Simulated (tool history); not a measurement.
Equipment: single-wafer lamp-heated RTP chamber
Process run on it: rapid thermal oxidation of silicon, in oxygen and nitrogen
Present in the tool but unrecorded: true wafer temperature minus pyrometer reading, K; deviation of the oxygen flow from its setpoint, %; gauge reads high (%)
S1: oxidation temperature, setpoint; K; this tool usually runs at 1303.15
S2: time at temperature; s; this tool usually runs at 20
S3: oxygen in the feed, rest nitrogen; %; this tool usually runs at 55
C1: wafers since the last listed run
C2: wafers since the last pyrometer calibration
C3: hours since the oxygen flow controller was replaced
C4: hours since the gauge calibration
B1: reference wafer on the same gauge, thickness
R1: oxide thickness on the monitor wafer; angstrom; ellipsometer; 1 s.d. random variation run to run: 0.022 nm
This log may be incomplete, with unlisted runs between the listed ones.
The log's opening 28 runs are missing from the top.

Run 29, hour 349.7: usual settings but S1 1326.15 K, S3 26 %; C1 130; C2 2108; C3 61.6; C4 11.7; B1 3.82. Result: R1 36.82 angstrom.
Run 30, hour 363.9: usual settings but S1 1312.15 K, S2 28 s, S3 37 %; C1 174; C2 2283; C3 75.8; C4 25.9; B1 3.821. Result: R1 43.17 angstrom.
Run 31, hour 379.5: usual settings but S1 1282.15 K, S2 16 s, S3 63 %; C1 191; C2 2474; C3 91.4; C4 41.5; B1 3.813. Result: R1 34.27 angstrom.
Run 32, hour 389.3: usual settings but S1 1279.15 K, S2 28 s; C1 120; C2 2594; C3 101.2; C4 51.3; B1 3.833. Result: R1 39.89 angstrom.
Run 33, hour 406.8: usual settings but S1 1291.15 K, S2 29 s; C1 214; C2 2809; C3 118.7; C4 68.8; B1 3.828. Result: R1 43.63 angstrom.
Run 34, hour 423.7: usual settings but S1 1329.15 K, S2 26 s, S3 75 %; C1 207; C2 3017; C3 135.6; C4 85.7; B1 3.818. Result: R1 59.76 angstrom.
Run 35, hour 433.2: usual settings; C1 116; C2 3133; C3 145.1; C4 95.2; B1 3.833. Result: R1 40.65 angstrom.
Run 36, hour 450.5: usual settings; C1 212; C2 3346; C3 162.4; C4 112.5; B1 3.821. Result: R1 40.9 angstrom.
Run 37, hour 467.1: usual settings; C1 203; C2 3549; C3 179; C4 129.1; B1 3.82. Result: R1 40.75 angstrom.

Alternative continuations, all from the tool just after run 37; predict every row:
Run A, hour 467.5: usual settings; C1 4; C2 3554; C3 179.4; C4 129.5; B1 ?. Result: R1 ?.
Run B, hour 467.5: usual settings but S1 1315.15 K, S2 26 s; C1 4; C2 3554; C3 179.4; C4 129.5; B1 ?. Result: R1 ?.
Run C, hour 467.5: usual settings but S1 1291.15 K, S2 10 s, S3 66 %; C1 4; C2 3554; C3 179.4; C4 129.5; B1 ?. Result: R1 ?.
Run D, hour 467.5: usual settings but S3 81 %; C1 4; C2 3554; C3 179.4; C4 129.5; B1 ?. Result: R1 ?.
Run E, hour 467.5: usual settings but S1 1283.15 K, S3 81 %; C1 4; C2 3554; C3 179.4; C4 129.5; B1 ?. Result: R1 ?.

run     B1     R1
  A  3.822  40.68
  B  3.822  48.82
  C  3.822  31.36
  D  3.822   46.2
  E  3.822  40.47
Stripped of hidden state, with their random variation kept, the same runs would have yielded:
run     R1
  A  38.09
  B  45.58
  C  29.65
  D   43.1
  E  37.81

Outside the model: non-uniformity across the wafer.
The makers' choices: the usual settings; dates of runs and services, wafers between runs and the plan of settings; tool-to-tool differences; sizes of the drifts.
